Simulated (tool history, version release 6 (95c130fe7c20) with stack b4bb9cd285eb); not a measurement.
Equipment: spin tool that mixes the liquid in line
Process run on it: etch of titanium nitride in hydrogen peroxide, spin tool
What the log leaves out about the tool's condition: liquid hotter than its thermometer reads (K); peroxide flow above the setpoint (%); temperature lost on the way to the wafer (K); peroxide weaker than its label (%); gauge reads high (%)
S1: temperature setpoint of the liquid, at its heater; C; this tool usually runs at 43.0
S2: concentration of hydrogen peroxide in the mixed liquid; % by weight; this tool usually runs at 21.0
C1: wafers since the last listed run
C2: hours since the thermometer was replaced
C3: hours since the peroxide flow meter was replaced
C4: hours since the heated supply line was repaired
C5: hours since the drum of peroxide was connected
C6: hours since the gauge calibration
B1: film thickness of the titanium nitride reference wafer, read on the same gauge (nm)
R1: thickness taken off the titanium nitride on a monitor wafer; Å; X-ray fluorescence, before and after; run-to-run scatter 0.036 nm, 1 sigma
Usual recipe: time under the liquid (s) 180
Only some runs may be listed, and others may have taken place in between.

run 1 hour=0.0 | S1=48.5 S2=21.0 time_under_the_liquid_(s)=205 | C1=0 C2=440.4 C3=932.5 C4=2065.2 C5=1212.7 C6=478.1 | B1=60.021 | R1=75.35
run 2 hour=83.8 | S1=43.0 S2=21.0 time_under_the_liquid_(s)=270 | C1=407 C2=524.2 C3=1016.3 C4=2149.0 C5=1296.5 C6=561.9 | B1=60.027 | R1=65.37
-- hour=205.1 thermometer replaced
run 3 hour=214.9 | S1=43.0 S2=21.0 time_under_the_liquid_(s)=270 | C1=632 C2=9.8 C3=1147.4 C4=2280.1 C5=1427.6 C6=693.0 | B1=59.984 | R1=65.30
run 4 hour=279.3 | S1=43.0 S2=21.0 time_under_the_liquid_(s)=250 | C1=313 C2=74.2 C3=1211.8 C4=2344.5 C5=1492.0 C6=757.4 | B1=60.029 | R1=60.44
run 5 hour=353.8 | S1=43.0 S2=21.0 time_under_the_liquid_(s)=250 | C1=362 C2=148.7 C3=1286.3 C4=2419.0 C5=1566.5 C6=831.9 | B1=59.978 | R1=60.22
-- hour=380.3 new drum of peroxide connected
run 6 hour=451.8 | S1=43.0 S2=21.0 time_under_the_liquid_(s)=180 | C1=471 C2=246.7 C3=1384.3 C4=2517.0 C5=71.5 C6=929.9 | B1=60.020 | R1=43.50
-- hour=515.6 heated supply line repaired
run 7 hour=518.2 | S1=43.0 S2=21.0 time_under_the_liquid_(s)=180 | C1=317 C2=313.1 C3=1450.7 C4=2.6 C5=137.9 C6=996.3 | B1=59.979 | R1=46.88
run 8 hour=622.1 | S1=49.5 S2=21.0 time_under_the_liquid_(s)=220 | C1=505 C2=417.0 C3=1554.6 C4=106.5 C5=241.8 C6=1100.2 | B1=60.032 | R1=92.02
-- hour=623.5 peroxide flow meter replaced
run 9 hour=707.5 | S1=39.5 S2=18.0 time_under_the_liquid_(s)=115 | C1=410 C2=502.4 C3=84.0 C4=191.9 C5=327.2 C6=1185.6 | B1=59.952 | R1=21.90
run 10 hour=779.5 | S1=43.0 S2=21.0 time_under_the_liquid_(s)=225 | C1=349 C2=574.4 C3=156.0 C4=263.9 C5=399.2 C6=1257.6 | B1=59.989 | R1=56.87
-- hour=798.6 thermometer replaced
-- hour=813.5 gauge calibrated
run 11 hour=836.9 | S1=43.0 S2=25.5 time_under_the_liquid_(s)=225 | C1=274 C2=38.3 C3=213.4 C4=321.3 C5=456.6 C6=23.4 | B1=60.021 | R1=59.73
run 12 hour=927.4 | S1=43.0 S2=21.0 time_under_the_liquid_(s)=180 | C1=439 C2=128.8 C3=303.9 C4=411.8 C5=547.1 C6=113.9 | B1=60.034 | R1=46.21
run 13 hour=1007.4 | S1=52.5 S2=15.5 time_under_the_liquid_(s)=180 | C1=388 C2=208.8 C3=383.9 C4=491.8 C5=627.1 C6=193.9 | B1=59.992 | R1=86.93
run 14 hour=1084.2 | S1=50.5 S2=21.0 time_under_the_liquid_(s)=240 | C1=373 C2=285.6 C3=460.7 C4=568.6 C5=703.9 C6=270.7 | B1=59.991 | R1=105.48
run 15 hour=1122.7 | S1=49.5 S2=24.5 time_under_the_liquid_(s)=85 | C1=187 C2=324.1 C3=499.2 C4=607.1 C5=742.4 C6=309.2 | B1=60.009 | R1=36.07

Branching from run 15: 3 alternative next runs. What would each branch give?
run A hour=1123.2 | S1=43.0 S2=21.0 time_under_the_liquid_(s)=180 | C1=2 C2=324.6 C3=499.7 C4=607.6 C5=742.9 C6=309.7 | B1=? | R1=?
run B hour=1123.2 | S1=50.5 S2=21.0 time_under_the_liquid_(s)=120 | C1=2 C2=324.6 C3=499.7 C4=607.6 C5=742.9 C6=309.7 | B1=? | R1=?
run C hour=1123.2 | S1=35.0 S2=26.0 time_under_the_liquid_(s)=285 | C1=2 C2=324.6 C3=499.7 C4=607.6 C5=742.9 C6=309.7 | B1=? | R1=?

run=A B1=59.975 R1=45.40
run=B B1=59.975 R1=52.67
run=C B1=59.975 R1=40.47
With no hidden state in the tool, these same runs would have given:
run=A R1=46.54
run=B R1=53.93
run=C R1=41.55

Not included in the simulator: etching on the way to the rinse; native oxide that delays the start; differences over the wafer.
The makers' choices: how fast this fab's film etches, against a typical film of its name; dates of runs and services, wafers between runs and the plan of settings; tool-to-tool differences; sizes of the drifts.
